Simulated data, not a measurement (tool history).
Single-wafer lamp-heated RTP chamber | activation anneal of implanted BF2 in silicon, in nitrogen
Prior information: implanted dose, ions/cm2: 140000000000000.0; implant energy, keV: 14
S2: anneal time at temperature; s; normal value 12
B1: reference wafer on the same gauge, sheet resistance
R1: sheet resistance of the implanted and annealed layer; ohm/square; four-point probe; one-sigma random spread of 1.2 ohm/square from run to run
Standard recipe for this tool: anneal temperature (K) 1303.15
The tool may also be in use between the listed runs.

Run 1, hour 0.0: usual settings; B1 817.08. Result: R1 781.77 ohm/square.
Run 2, hour 14.7: usual settings; B1 817.29. Result: R1 782.34 ohm/square.
Run 3, hour 23.4: usual settings; B1 817.32. Result: R1 781.60 ohm/square.
Run 4, hour 41.3: usual settings; B1 816.79. Result: R1 782.90 ohm/square.
Run 5, hour 51.9: usual settings; B1 817.16. Result: R1 783.80 ohm/square.
Run 6, hour 66.4: usual settings; B1 817.38. Result: R1 783.89 ohm/square.
At hour 79.6: reflector plate cleaned.
Run 7, hour 80.1: usual settings; B1 817.29. Result: R1 783.99 ohm/square.
Run 8, hour 94.3: usual settings but S2 15 s; B1 817.00. Result: R1 780.85 ohm/square.
Run 9, hour 107.2: usual settings; B1 816.83. Result: R1 783.23 ohm/square.
Run 10, hour 117.3: usual settings; B1 816.93. Result: R1 783.30 ohm/square.
Run 11, hour 129.4: usual settings; B1 817.08. Result: R1 783.32 ohm/square.
Run 12, hour 138.3: usual settings; B1 817.14. Result: R1 783.69 ohm/square.
Run 13, hour 144.6: usual settings but anneal temperature (K) 1280.15; B1 816.75. Result: R1 788.19 ohm/square.
At hour 146.2: gauge calibrated.
Run 14, hour 187.3: usual settings; B1 816.84. Result: R1 783.48 ohm/square.
Run 15, hour 195.4: usual settings but anneal temperature (K) 1328.15, S2 7 s; B1 816.84. Result: R1 784.24 ohm/square.
Run 16, hour 208.5: usual settings but S2 8 s; B1 816.73. Result: R1 787.05 ohm/square.
At hour 222.8: pyrometer window cleaned and pyrometer calibrated.
Run 17, hour 223.3: usual settings but anneal temperature (K) 1323.15, S2 19 s; B1 817.08. Result: R1 768.27 ohm/square.
Run 18, hour 227.4: usual settings but anneal temperature (K) 1325.15; B1 817.13. Result: R1 776.47 ohm/square.
Run 19, hour 237.3: usual settings but anneal temperature (K) 1318.15, S2 17 s; B1 817.15. Result: R1 772.76 ohm/square.
Run 20, hour 244.6: usual settings but anneal temperature (K) 1323.15; B1 817.16. Result: R1 776.44 ohm/square.
Run 21, hour 298.0: usual settings but anneal temperature (K) 1318.15, S2 17 s; B1 816.92. Result: R1 772.98 ohm/square.
Run 22, hour 306.4: usual settings but anneal temperature (K) 1315.15; B1 816.78. Result: R1 779.90 ohm/square.
Run 23, hour 319.8: usual settings but S2 18 s; B1 817.03. Result: R1 777.04 ohm/square.
Run 24, hour 331.2: usual settings but anneal temperature (K) 1291.15, S2 9 s; B1 816.90. Result: R1 789.99 ohm/square.
At hour 348.3: reflector plate cleaned.
Run 25, hour 348.8: usual settings but S2 5 s; B1 817.44. Result: R1 791.73 ohm/square.
Run 26, hour 359.7: usual settings but anneal temperature (K) 1288.15, S2 14 s; B1 817.26. Result: R1 784.54 ohm/square.
Run 27, hour 374.3: usual settings; B1 816.72. Result: R1 785.39 ohm/square.

The next listed run, before its measurement:
Run 28, hour 383.8: usual settings; B1 ?. Result: R1 ?.

{"run 28": {"B1": 816.83, "R1": 781.81}}
With the hidden condition absent and the run-to-run variation left alone, this run would have shown R1 781.81 ohm/square.
